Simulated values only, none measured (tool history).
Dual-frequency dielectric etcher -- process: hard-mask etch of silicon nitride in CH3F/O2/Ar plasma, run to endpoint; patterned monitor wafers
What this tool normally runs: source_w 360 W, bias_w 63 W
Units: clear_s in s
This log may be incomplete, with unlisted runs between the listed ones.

run    hour  source_w  bias_w  incoming incoming film thickness, nm  clear_s
  1     0.0       360      63                                  54.3     96.3
  2    39.4       320      63                                  54.8    105.2
  3    83.0       360      69                                  54.8     95.4
  4   114.2       360      69                                  54.2     94.4
      143.3  -- wet clean of the chamber
  5   160.7       360      63                                  54.3     94.5
  6   223.1       360      63                                  54.9     96.3
  7   281.9       360      63                                  54.5     95.1
  8   341.0       360      63                                  54.5     96.0
  9   388.5       360      63                                  54.6     96.2
 10   445.6       360      63                                  54.9     97.2
 11   511.5       360      63                                  55.0     97.4
 12   578.1       360      63                                  53.9     96.6
      586.7  -- bias power generator calibrated
 13   621.8       310      52                                  55.2    116.0
      697.8  -- upper electrode replaced
      704.3  -- wet clean of the chamber
 14   704.8       360      53                                  54.1     99.5
 15   754.6       330      70                                  54.3     96.6
 16   799.2       410      50                                  54.1     95.0
 17   827.4       270      67                                  54.9    113.7
 18   860.1       360      63                                  53.8     94.7
      884.7  -- source power generator calibrated
 19   899.4       280      76                                  54.7    103.0
 20   945.9       440      63                                  55.2     84.3
 21   974.0       330      53                                  55.1    105.4
 22  1004.3       360      63                                  54.5     94.4
 23  1052.0       280      55                                  54.5    115.9
 24  1108.0       360      63                                  54.5     95.7
 25  1149.0       420      57                                  53.9     89.1
 26  1189.1       380      75                                  54.3     87.5

Each row is a separate what-if for the run after 26, all from the same tool condition, not one after another. Results?
  A  1189.5       360      63                                  55.1        ?
  B  1189.5       290      70                                  55.1        ?
  C  1189.5       400      71                                  55.1        ?

run  clear_s
  A     97.3
  B    107.5
  C     88.1
The same runs, with their run-to-run variation unchanged, on a tool lacking any hidden condition would have given:
run  clear_s
  A     93.2
  B    102.9
  C     84.4

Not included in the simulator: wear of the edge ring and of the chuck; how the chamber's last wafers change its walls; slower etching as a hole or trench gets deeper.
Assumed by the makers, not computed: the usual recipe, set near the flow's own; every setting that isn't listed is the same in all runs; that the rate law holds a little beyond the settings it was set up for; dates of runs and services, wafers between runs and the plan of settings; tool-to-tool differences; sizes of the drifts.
